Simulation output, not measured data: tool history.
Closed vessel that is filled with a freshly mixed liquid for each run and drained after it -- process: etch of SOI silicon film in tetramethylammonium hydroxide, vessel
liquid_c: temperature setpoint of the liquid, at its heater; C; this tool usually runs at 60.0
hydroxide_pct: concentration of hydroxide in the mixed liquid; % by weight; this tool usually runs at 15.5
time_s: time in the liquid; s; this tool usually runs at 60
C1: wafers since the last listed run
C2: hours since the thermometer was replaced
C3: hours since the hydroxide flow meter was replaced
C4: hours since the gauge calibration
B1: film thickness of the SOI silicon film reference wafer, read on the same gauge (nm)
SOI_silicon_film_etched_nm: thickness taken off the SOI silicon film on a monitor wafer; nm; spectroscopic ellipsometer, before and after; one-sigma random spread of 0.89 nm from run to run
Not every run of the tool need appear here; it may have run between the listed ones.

Run 1, hour 0.0: usual settings; C1 0; C2 445.9; C3 216.9; C4 8.9; B1 80.01. Result: SOI_silicon_film_etched_nm 179.00 nm.
Run 2, hour 32.8: usual settings; C1 2457; C2 478.7; C3 249.7; C4 41.7; B1 79.97. Result: SOI_silicon_film_etched_nm 179.90 nm.
Run 3, hour 59.7: usual settings; C1 2015; C2 505.6; C3 276.6; C4 68.6; B1 80.03. Result: SOI_silicon_film_etched_nm 178.69 nm.
Run 4, hour 76.7: usual settings; C1 1273; C2 522.6; C3 293.6; C4 85.6; B1 79.98. Result: SOI_silicon_film_etched_nm 178.90 nm.
Run 5, hour 89.5: usual settings; C1 958; C2 535.4; C3 306.4; C4 98.4; B1 79.99. Result: SOI_silicon_film_etched_nm 181.70 nm.
Run 6, hour 111.6: usual settings; C1 1655; C2 557.5; C3 328.5; C4 120.5; B1 80.02. Result: SOI_silicon_film_etched_nm 181.22 nm.
Run 7, hour 135.0: usual settings; C1 1753; C2 580.9; C3 351.9; C4 143.9; B1 80.00. Result: SOI_silicon_film_etched_nm 180.03 nm.
Run 8, hour 161.7: usual settings; C1 2000; C2 607.6; C3 378.6; C4 170.6; B1 80.04. Result: SOI_silicon_film_etched_nm 181.09 nm.
Run 9, hour 187.1: usual settings but liquid_c 65.5 C; C1 1902; C2 633.0; C3 404.0; C4 196.0; B1 79.96. Result: SOI_silicon_film_etched_nm 256.49 nm.
Run 10, hour 201.9: usual settings but liquid_c 65.5 C; C1 1108; C2 647.8; C3 418.8; C4 210.8; B1 80.05. Result: SOI_silicon_film_etched_nm 254.38 nm.
Run 11, hour 221.3: usual settings but liquid_c 65.5 C; C1 1453; C2 667.2; C3 438.2; C4 230.2; B1 79.99. Result: SOI_silicon_film_etched_nm 253.52 nm.
Run 12, hour 256.1: usual settings; C1 2607; C2 702.0; C3 473.0; C4 265.0; B1 80.03. Result: SOI_silicon_film_etched_nm 182.73 nm.
Run 13, hour 289.8: usual settings; C1 2524; C2 735.7; C3 506.7; C4 298.7; B1 79.98. Result: SOI_silicon_film_etched_nm 182.82 nm.
Run 14, hour 311.2: usual settings but hydroxide_pct 17.0 % by weight; C1 1603; C2 757.1; C3 528.1; C4 320.1; B1 79.96. Result: SOI_silicon_film_etched_nm 176.62 nm.
Run 15, hour 337.5: usual settings but hydroxide_pct 17.0 % by weight; C1 1970; C2 783.4; C3 554.4; C4 346.4; B1 80.04. Result: SOI_silicon_film_etched_nm 178.21 nm.
At hour 366.1: thermometer replaced.
Run 16, hour 369.2: usual settings but hydroxide_pct 17.0 % by weight; C1 2299; C2 3.1; C3 586.1; C4 378.1; B1 79.98. Result: SOI_silicon_film_etched_nm 166.24 nm.
Run 17, hour 395.1: usual settings; C1 1940; C2 29.0; C3 612.0; C4 404.0; B1 79.96. Result: SOI_silicon_film_etched_nm 175.12 nm.
Run 18, hour 410.2: usual settings; C1 1131; C2 44.1; C3 627.1; C4 419.1; B1 80.02. Result: SOI_silicon_film_etched_nm 172.34 nm.
Run 19, hour 423.7: usual settings but liquid_c 65.0 C, hydroxide_pct 11.5 % by weight, time_s 30 s; C1 1011; C2 57.6; C3 640.6; C4 432.6; B1 79.93. Result: SOI_silicon_film_etched_nm 134.48 nm.
Run 20, hour 448.6: usual settings but hydroxide_pct 17.0 % by weight; C1 1865; C2 82.5; C3 665.5; C4 457.5; B1 80.01. Result: SOI_silicon_film_etched_nm 168.59 nm.
At hour 451.2: hydroxide flow meter replaced.
Run 21, hour 470.8: usual settings but hydroxide_pct 13.0 % by weight, time_s 40 s; C1 1588; C2 104.7; C3 19.6; C4 479.7; B1 80.06. Result: SOI_silicon_film_etched_nm 126.04 nm.
Run 22, hour 498.2: usual settings; C1 2052; C2 132.1; C3 47.0; C4 507.1; B1 80.00. Result: SOI_silicon_film_etched_nm 174.06 nm.
Run 23, hour 527.3: usual settings but liquid_c 54.0 C, hydroxide_pct 14.0 % by weight; C1 2180; C2 161.2; C3 76.1; C4 536.2; B1 79.95. Result: SOI_silicon_film_etched_nm 124.98 nm.
At hour 538.1: gauge calibrated.
Run 24, hour 549.4: usual settings but time_s 40 s; C1 1655; C2 183.3; C3 98.2; C4 11.3; B1 80.00. Result: SOI_silicon_film_etched_nm 115.96 nm.
Run 25, hour 575.2: usual settings; C1 1932; C2 209.1; C3 124.0; C4 37.1; B1 79.99. Result: SOI_silicon_film_etched_nm 175.11 nm.
Run 26, hour 602.9: usual settings; C1 2075; C2 236.8; C3 151.7; C4 64.8; B1 80.03. Result: SOI_silicon_film_etched_nm 175.96 nm.
Run 27, hour 628.8: usual settings but liquid_c 54.5 C, hydroxide_pct 20.0 % by weight, time_s 30 s; C1 1940; C2 262.7; C3 177.6; C4 90.7; B1 79.99. Result: SOI_silicon_film_etched_nm 55.85 nm.
Run 28, hour 655.5: usual settings but hydroxide_pct 11.5 % by weight, time_s 45 s; C1 2000; C2 289.4; C3 204.3; C4 117.4; B1 80.05. Result: SOI_silicon_film_etched_nm 151.55 nm.
Run 29, hour 670.3: usual settings but hydroxide_pct 12.5 % by weight, time_s 75 s; C1 1108; C2 304.2; C3 219.1; C4 132.2; B1 79.95. Result: SOI_silicon_film_etched_nm 244.16 nm.
Run 30, hour 693.1: usual settings but liquid_c 67.0 C, time_s 75 s; C1 1708; C2 327.0; C3 241.9; C4 155.0; B1 80.05. Result: SOI_silicon_film_etched_nm 335.61 nm.
Run 31, hour 724.3: usual settings but liquid_c 64.5 C; C1 2337; C2 358.2; C3 273.1; C4 186.2; B1 80.03. Result: SOI_silicon_film_etched_nm 235.56 nm.
Run 32, hour 747.6: usual settings but time_s 85 s; C1 1745; C2 381.5; C3 296.4; C4 209.5; B1 79.98. Result: SOI_silicon_film_etched_nm 249.87 nm.
Run 33, hour 764.0: usual settings but liquid_c 66.5 C, hydroxide_pct 17.0 % by weight, time_s 70 s; C1 1228; C2 397.9; C3 312.8; C4 225.9; B1 80.00. Result: SOI_silicon_film_etched_nm 296.64 nm.
Run 34, hour 781.5: usual settings; C1 1311; C2 415.4; C3 330.3; C4 243.4; B1 80.00. Result: SOI_silicon_film_etched_nm 178.30 nm.

Run-by-run hidden state of the tool:
hydroxide flow below the setpoint (%): 0 across all the runs
gauge reads high (%): 0 across all the runs
H1: liquid hotter than its thermometer reads (K)
run       H1
  1    0.605
  2    0.643
  3    0.675
  4    0.694
  5    0.709
  6    0.735
  7    0.763
  8    0.794
  9    0.824
 10    0.841
 11    0.864
 12    0.904
 13    0.944
 14    0.969
 15    0.999
 16  0.00911
 17   0.0394
 18   0.0571
 19   0.0729
 20    0.102
 21    0.128
 22     0.16
 23    0.194
 24     0.22
 25     0.25
 26    0.282
 27    0.313
 28    0.344
 29    0.361
 30    0.388
 31    0.424
 32    0.452
 33    0.471
 34    0.491
